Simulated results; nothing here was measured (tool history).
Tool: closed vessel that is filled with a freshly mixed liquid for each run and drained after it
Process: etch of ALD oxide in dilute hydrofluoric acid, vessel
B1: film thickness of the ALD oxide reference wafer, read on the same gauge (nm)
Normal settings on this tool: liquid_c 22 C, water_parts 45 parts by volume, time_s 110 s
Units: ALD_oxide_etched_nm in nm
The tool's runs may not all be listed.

run 1 hour=0 | liquid_c=19.5 water_parts=35 time_s=110 | B1=89.99 | ALD_oxide_etched_nm=40.37
run 2 hour=49.8 | liquid_c=19.5 water_parts=35 time_s=110 | B1=90.02 | ALD_oxide_etched_nm=40.09
run 3 hour=97.1 | liquid_c=19.5 water_parts=45 time_s=110 | B1=90.06 | ALD_oxide_etched_nm=30.72
run 4 hour=112.7 | liquid_c=19.5 water_parts=45 time_s=110 | B1=90.02 | ALD_oxide_etched_nm=30.37
run 5 hour=122.2 | liquid_c=22 water_parts=45 time_s=110 | B1=89.99 | ALD_oxide_etched_nm=34.39
run 6 hour=139.8 | liquid_c=22 water_parts=45 time_s=110 | B1=90.02 | ALD_oxide_etched_nm=34.03
run 7 hour=158.5 | liquid_c=22 water_parts=45 time_s=110 | B1=90.01 | ALD_oxide_etched_nm=33.27
run 8 hour=169.2 | liquid_c=18.5 water_parts=45 time_s=110 | B1=89.96 | ALD_oxide_etched_nm=29.11
run 9 hour=182.2 | liquid_c=18.5 water_parts=45 time_s=110 | B1=90.01 | ALD_oxide_etched_nm=29.21
run 10 hour=199.9 | liquid_c=22 water_parts=45 time_s=65 | B1=89.97 | ALD_oxide_etched_nm=20.11
run 11 hour=208.1 | liquid_c=22 water_parts=45 time_s=110 | B1=89.95 | ALD_oxide_etched_nm=33.29
run 12 hour=224.5 | liquid_c=22 water_parts=45 time_s=110 | B1=89.99 | ALD_oxide_etched_nm=33.83
run 13 hour=241.8 | liquid_c=17 water_parts=45 time_s=110 | B1=90.02 | ALD_oxide_etched_nm=27.14
run 14 hour=258.8 | liquid_c=24.5 water_parts=65 time_s=90 | B1=90 | ALD_oxide_etched_nm=20.36
run 15 hour=265.9 | liquid_c=26 water_parts=35 time_s=55 | B1=89.95 | ALD_oxide_etched_nm=25.8
run 16 hour=272.7 | liquid_c=22 water_parts=45 time_s=110 | B1=90.04 | ALD_oxide_etched_nm=33.72
run 17 hour=279 | liquid_c=22 water_parts=55 time_s=175 | B1=90.03 | ALD_oxide_etched_nm=42.72
run 18 hour=288 | liquid_c=20 water_parts=50 time_s=110 | B1=90.01 | ALD_oxide_etched_nm=27.65
run 19 hour=294.8 | liquid_c=24 water_parts=55 time_s=90 | B1=90 | ALD_oxide_etched_nm=23.72
run 20 hour=304.8 | liquid_c=26 water_parts=25 time_s=110 | B1=89.98 | ALD_oxide_etched_nm=73.37
run 21 hour=316.6 | liquid_c=22 water_parts=45 time_s=110 | B1=89.94 | ALD_oxide_etched_nm=33.35
run 22 hour=329.6 | liquid_c=22 water_parts=45 time_s=110 | B1=90.05 | ALD_oxide_etched_nm=39.45
run 23 hour=340.7 | liquid_c=20 water_parts=45 time_s=165 | B1=89.95 | ALD_oxide_etched_nm=53.26
run 24 hour=347.6 | liquid_c=22 water_parts=30 time_s=155 | B1=90.03 | ALD_oxide_etched_nm=83.14
run 25 hour=356.4 | liquid_c=23.5 water_parts=65 time_s=90 | B1=89.99 | ALD_oxide_etched_nm=22.46
run 26 hour=371.8 | liquid_c=22 water_parts=45 time_s=110 | B1=89.98 | ALD_oxide_etched_nm=38.59
run 27 hour=387.8 | liquid_c=22 water_parts=35 time_s=145 | B1=90.02 | ALD_oxide_etched_nm=66.23
run 28 hour=396.6 | liquid_c=22 water_parts=45 time_s=110 | B1=89.96 | ALD_oxide_etched_nm=38.19
run 29 hour=407.5 | liquid_c=17.5 water_parts=60 time_s=130 | B1=90 | ALD_oxide_etched_nm=27.91
run 30 hour=438.3 | liquid_c=17 water_parts=60 time_s=50 | B1=89.99 | ALD_oxide_etched_nm=10.5
run 31 hour=447.6 | liquid_c=17.5 water_parts=60 time_s=170 | B1=90.03 | ALD_oxide_etched_nm=36.45
run 32 hour=456 | liquid_c=20 water_parts=45 time_s=165 | B1=89.97 | ALD_oxide_etched_nm=53.35
run 33 hour=462.9 | liquid_c=22 water_parts=45 time_s=110 | B1=89.93 | ALD_oxide_etched_nm=38.02
run 34 hour=472.4 | liquid_c=26 water_parts=35 time_s=110 | B1=90 | ALD_oxide_etched_nm=58.94

Not shown here: 3 entries made in the log between runs. Locate each between two listed runs and compare the hidden state at the listed run before it with the hidden state at the listed run after it:
After run 8, before run 9: thermometer replaced (hour 180)
  hydrofluoric acid flow below the setpoint (%): 12.5 -> 12.6
  measured value less the no-hidden-state value, ALD_oxide_etched_nm: -4.43 -> -4.48 nm
After run 17, before run 18: gauge calibrated (hour 287.8)
  hydrofluoric acid flow below the setpoint (%): 13.3 -> 13.4
  measured value less the no-hidden-state value, ALD_oxide_etched_nm: -7.09 -> -4.57 nm
After run 21, before run 22: hydrofluoric acid flow meter replaced (hour 320.5)
  hydrofluoric acid flow below the setpoint (%): 13.6 -> 0.446
  measured value less the no-hidden-state value, ALD_oxide_etched_nm: -5.6 -> -0.18 nm
